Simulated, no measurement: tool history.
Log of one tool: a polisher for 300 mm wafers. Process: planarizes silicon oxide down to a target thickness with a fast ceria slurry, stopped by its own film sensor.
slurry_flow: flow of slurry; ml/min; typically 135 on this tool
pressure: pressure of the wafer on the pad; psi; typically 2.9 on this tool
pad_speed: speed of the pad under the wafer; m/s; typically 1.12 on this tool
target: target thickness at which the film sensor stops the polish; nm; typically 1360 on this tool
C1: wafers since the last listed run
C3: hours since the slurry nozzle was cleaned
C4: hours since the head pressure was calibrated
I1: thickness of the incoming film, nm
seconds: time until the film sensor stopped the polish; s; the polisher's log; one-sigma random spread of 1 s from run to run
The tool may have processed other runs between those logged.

{"run": 1, "hour": 0.0, "slurry_flow": 135, "pressure": 2.9, "pad_speed": 1.12, "target": 1360, "C1": 0, "wafers polished on this pad": 277, "C3": 70.8, "C4": 709, "I1": 2387.8, "seconds": 58.5}
{"run": 2, "hour": 13.5, "slurry_flow": 135, "pressure": 2.9, "pad_speed": 1.12, "target": 1360, "C1": 161, "wafers polished on this pad": 438, "C3": 84.3, "C4": 722.5, "I1": 2376.2, "seconds": 61}
{"run": 3, "hour": 27.7, "slurry_flow": 135, "pressure": 2.9, "pad_speed": 1.12, "target": 1360, "C1": 169, "wafers polished on this pad": 608, "C3": 98.5, "C4": 736.7, "I1": 2426.1, "seconds": 60}
{"run": 4, "hour": 54.2, "slurry_flow": 135, "pressure": 2.9, "pad_speed": 1.12, "target": 1360, "C1": 316, "wafers polished on this pad": 924, "C3": 125, "C4": 763.2, "I1": 2372.7, "seconds": 60}
{"run": 5, "hour": 68.6, "slurry_flow": 135, "pressure": 2.9, "pad_speed": 0.94, "target": 1360, "C1": 172, "wafers polished on this pad": 1096, "C3": 139.4, "C4": 777.6, "I1": 2377, "seconds": 66.5}
{"run": 6, "hour": 84.8, "slurry_flow": 135, "pressure": 2.9, "pad_speed": 0.94, "target": 1360, "C1": 193, "wafers polished on this pad": 1290, "C3": 155.6, "C4": 793.8, "I1": 2432.8, "seconds": 72.7}
{"hour": 102.5, "done": "worn pad replaced by a new one"}
{"run": 7, "hour": 104.7, "slurry_flow": 135, "pressure": 2.9, "pad_speed": 1.12, "target": 1360, "C1": 189, "wafers polished on this pad": 25, "C3": 175.5, "C4": 813.7, "I1": 2407, "seconds": 60.3}
{"run": 8, "hour": 139.1, "slurry_flow": 135, "pressure": 2.9, "pad_speed": 1.12, "target": 1360, "C1": 410, "wafers polished on this pad": 436, "C3": 209.9, "C4": 848.1, "I1": 2355.8, "seconds": 60.5}
{"run": 9, "hour": 167.7, "slurry_flow": 135, "pressure": 2.9, "pad_speed": 1.12, "target": 1360, "C1": 341, "wafers polished on this pad": 778, "C3": 238.5, "C4": 876.7, "I1": 2396.8, "seconds": 59.7}
{"run": 10, "hour": 182.5, "slurry_flow": 135, "pressure": 2.9, "pad_speed": 0.98, "target": 1360, "C1": 176, "wafers polished on this pad": 955, "C3": 253.3, "C4": 891.5, "I1": 2386.3, "seconds": 67.9}
{"hour": 206.2, "done": "worn pad replaced by a new one"}
{"run": 11, "hour": 215.7, "slurry_flow": 135, "pressure": 2.9, "pad_speed": 1.12, "target": 1360, "C1": 348, "wafers polished on this pad": 113, "C3": 286.5, "C4": 924.7, "I1": 2360.8, "seconds": 60.2}
{"run": 12, "hour": 279.2, "slurry_flow": 135, "pressure": 2.9, "pad_speed": 1.12, "target": 1360, "C1": 758, "wafers polished on this pad": 871, "C3": 350, "C4": 988.2, "I1": 2374.6, "seconds": 62}
{"hour": 305.1, "done": "worn pad replaced by a new one"}
{"hour": 312.4, "done": "head pressure recalibrated"}
{"run": 13, "hour": 361.6, "slurry_flow": 120, "pressure": 2.9, "pad_speed": 1.12, "target": 1360, "C1": 912, "wafers polished on this pad": 650, "C3": 432.4, "C4": 49.2, "I1": 2376.9, "seconds": 67.8}
{"run": 14, "hour": 386.2, "slurry_flow": 135, "pressure": 2.9, "pad_speed": 1.12, "target": 1360, "C1": 293, "wafers polished on this pad": 944, "C3": 457, "C4": 73.8, "I1": 2392.9, "seconds": 68.5}
{"hour": 388.3, "done": "slurry nozzle cleaned"}
{"run": 15, "hour": 401.6, "slurry_flow": 110, "pressure": 2.6, "pad_speed": 1.12, "target": 1360, "C1": 172, "wafers polished on this pad": 1116, "C3": 13.3, "C4": 89.2, "I1": 2422.3, "seconds": 72.3}
{"hour": 429.1, "done": "worn pad replaced by a new one"}
{"run": 16, "hour": 429.6, "slurry_flow": 135, "pressure": 2.2, "pad_speed": 0.98, "target": 1196, "C1": 286, "wafers polished on this pad": 6, "C3": 41.3, "C4": 117.2, "I1": 2396.1, "seconds": 102.2}
{"run": 17, "hour": 464.0, "slurry_flow": 90, "pressure": 2.9, "pad_speed": 1.12, "target": 1360, "C1": 410, "wafers polished on this pad": 417, "C3": 75.7, "C4": 151.6, "I1": 2374.3, "seconds": 65.5}
{"run": 18, "hour": 486.7, "slurry_flow": 115, "pressure": 2.9, "pad_speed": 1.38, "target": 1360, "C1": 271, "wafers polished on this pad": 688, "C3": 98.4, "C4": 174.3, "I1": 2368.2, "seconds": 50.2}
{"run": 19, "hour": 506.9, "slurry_flow": 110, "pressure": 2.9, "pad_speed": 1.12, "target": 1360, "C1": 241, "wafers polished on this pad": 929, "C3": 118.6, "C4": 194.5, "I1": 2340.3, "seconds": 62.4}
{"hour": 524.6, "done": "worn pad replaced by a new one"}
{"run": 20, "hour": 540.2, "slurry_flow": 165, "pressure": 3.9, "pad_speed": 1.42, "target": 1360, "C1": 350, "wafers polished on this pad": 185, "C3": 151.9, "C4": 227.8, "I1": 2347.2, "seconds": 34.8}

Run 21, settings as shown, results not yet in. Your forecast:
{"run": 21, "hour": 555.3, "slurry_flow": 135, "pressure": 2.9, "pad_speed": 1.12, "target": 1360, "C1": 180, "wafers polished on this pad": 366, "C3": 167, "C4": 242.9, "I1": 2397.1, "seconds": "?"}

{"run 21": {"seconds": 61.6}}
With the hidden condition absent and the run-to-run variation left alone, this run would have shown seconds 59.7 s.
